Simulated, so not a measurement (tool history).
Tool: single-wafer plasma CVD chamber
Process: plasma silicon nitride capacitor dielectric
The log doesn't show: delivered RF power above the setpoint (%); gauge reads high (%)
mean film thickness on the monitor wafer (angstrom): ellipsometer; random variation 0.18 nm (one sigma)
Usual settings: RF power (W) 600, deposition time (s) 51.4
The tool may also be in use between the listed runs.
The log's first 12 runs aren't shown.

run	day	RF power (W)	deposition time (s)	wafers since the last listed run	hours since the last RF generator calibration	hours since the showerhead was replaced	hours since the gauge calibration	read-back reference wafer on the same gauge, thickness_nm	mean film thickness on the monitor wafer (angstrom)
# day 12.696: RF generator calibrated
13	12.896	600	51.4	524	4.8	3114.4	334.0	79.203	770.52
14	16.412	600	51.4	1659	89.2	3198.8	418.4	79.219	770.90
# day 16.929: showerhead replaced
15	17.288	530	58.8	255	110.2	8.6	439.4	79.161	843.83
16	18.750	560	55.9	690	145.3	43.7	474.5	79.220	813.60
17	19.792	600	51.4	491	170.3	68.7	499.5	79.221	770.76
18	20.938	600	51.4	540	197.8	96.2	527.0	79.200	766.52
19	21.542	600	51.4	285	212.3	110.7	541.5	79.201	766.87
# day 21.625: gauge calibrated
20	22.346	490	51.4	379	231.6	130.0	17.3	79.232	720.43
21	23.612	545	42.7	597	262.0	160.4	47.7	79.217	616.60
22	24.958	600	57.6	635	294.3	192.7	80.0	79.197	863.49
23	26.592	600	51.4	770	333.5	231.9	119.2	79.205	767.11
24	27.250	600	51.4	310	349.3	247.7	135.0	79.214	768.61
25	28.746	600	54.7	705	385.2	283.6	170.9	79.186	813.01
26	29.604	600	51.4	405	405.8	304.2	191.5	79.172	762.56
27	30.975	500	48.4	646	438.7	337.1	224.4	79.198	679.25
28	32.433	710	55.5	688	473.7	372.1	259.4	79.176	871.18
29	33.100	665	57.2	314	489.7	388.1	275.4	79.243	880.06
30	34.046	490	60.9	446	512.4	410.8	298.1	79.183	846.69
31	34.712	655	51.4	314	528.4	426.8	314.1	79.211	785.32
32	35.550	600	51.4	395	548.5	446.9	334.2	79.223	764.29
33	36.138	555	46.8	277	562.6	461.0	348.3	79.205	679.47
34	36.738	700	51.4	283	577.0	475.4	362.7	79.216	800.76
35	38.012	535	60.6	601	607.6	506.0	393.3	79.207	869.01
36	38.733	600	51.4	340	624.9	523.3	410.6	79.190	766.28

Forecast each of these 3 alternatives for the next run:
A	38.750	480	51.4	7	625.3	523.7	411.0	?	?
B	38.750	635	41.6	7	625.3	523.7	411.0	?	?
C	38.750	540	51.4	7	625.3	523.7	411.0	?	?

run	read-back reference wafer on the same gauge, thickness_nm	mean film thickness on the monitor wafer (angstrom)
A	79.212	710.84
B	79.212	628.29
C	79.212	737.81
Without the tool's hidden state the same runs would have given:
run	mean film thickness on the monitor wafer (angstrom)
A	719.11
B	635.60
C	746.38
